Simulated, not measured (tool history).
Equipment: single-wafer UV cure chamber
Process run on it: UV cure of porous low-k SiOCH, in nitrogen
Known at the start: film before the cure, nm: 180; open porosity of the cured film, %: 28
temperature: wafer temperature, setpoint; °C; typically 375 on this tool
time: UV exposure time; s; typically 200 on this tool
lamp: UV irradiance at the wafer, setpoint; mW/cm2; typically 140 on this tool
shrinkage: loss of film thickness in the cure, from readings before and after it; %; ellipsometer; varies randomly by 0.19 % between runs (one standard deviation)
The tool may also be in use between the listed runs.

run   hour  temperature  time  lamp  shrinkage
  1      0          375   200   140      13.33
  2   13.8          371   200   140     13.211
  3   26.3          371   200   140     13.458
  4   36.4          371   200   140      12.96
  5   45.4          383   200   140     13.465
  6   52.5          375   155   140     11.953
  7   64.3          375   155   140     12.388
  8   71.4          375   200   140     13.186
  9   86.4          375   200   140     12.992
 10   92.8          375   200   140     12.833
 11  110.7          375   200   140     12.986
 12  116.8          371   200   140     13.261
 13  128.3          385   200   140     13.265
 14  143.7          357   170   173     12.814
 15  160.9          357   295   154     15.941
 16  177.3          375   240   140     14.651
 17  186.8          375   200   140     13.799
 18    202          367    90   112      8.679
 19  219.9          391   150   151     12.616
 20  273.2          360   285   140     14.696
 21  282.2          358   160   124     11.321
 22  293.7          375   110   122      9.948
 23  301.7          362   270   140     14.727

Put back what was entered between runs (2 entries, withheld): which listed runs does each sit between, and how does the hidden state differ from the listed run before to the listed run after?
Run 14 -> run 15: quartz window cleaned (hour 156)
  transmission lost against a clean window, %: 18.1 -> 2.51
  measured minus no-state result, shrinkage: -0.953 -> -0.127 %
Run 15 -> run 16: UV bulbs replaced (hour 172.4)
  transmission lost against a clean window, %: 2.51 -> 5.93
  measured minus no-state result, shrinkage: -0.127 -> -0.303 %
